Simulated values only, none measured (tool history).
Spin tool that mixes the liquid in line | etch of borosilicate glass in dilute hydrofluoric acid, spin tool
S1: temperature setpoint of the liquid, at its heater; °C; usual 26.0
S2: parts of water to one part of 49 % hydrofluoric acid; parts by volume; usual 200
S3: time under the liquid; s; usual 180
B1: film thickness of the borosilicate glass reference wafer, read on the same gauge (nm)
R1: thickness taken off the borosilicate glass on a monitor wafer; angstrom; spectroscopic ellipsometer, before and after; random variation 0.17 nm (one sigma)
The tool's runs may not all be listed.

run   hour    S1   S2   S3     B1     R1
  1    0.0  28.0  200  235  63.07  312.0
  2   61.7  28.0  200  235  63.15  308.7
  3  156.6  28.0  200  235  63.28  308.9
     180.2  -- thermometer replaced
  4  200.1  26.0  200  180  63.33  218.0
  5  263.4  26.0  200  180  63.40  222.7
  6  439.7  26.0  200  180  63.53  224.8
  7  479.3  26.0  200  180  63.60  223.7
     524.8  -- hydrofluoric acid flow meter replaced
  8  532.1  26.0  200  180  63.60  222.3
  9  617.0  26.0  150  180  63.63  311.5
 10  715.9  26.0  150  180  63.63  319.0
     777.5  -- gauge calibrated
 11  793.0  26.0  150  180  60.02  293.6
 12  852.3  21.5  200  100  60.45  100.2
 13  934.4  21.5  120  245  60.93  453.9
 14  978.6  23.5  160  180  61.15  254.2

Run 15 comes next. What will it give?
     1005.2  -- thermometer replaced
 15  1057.2  30.5  235  260   ?   ?

B1: 61.57
R1: 298.6 angstrom
Without the tool's hidden state the same run would have given R1 291.1 angstrom.
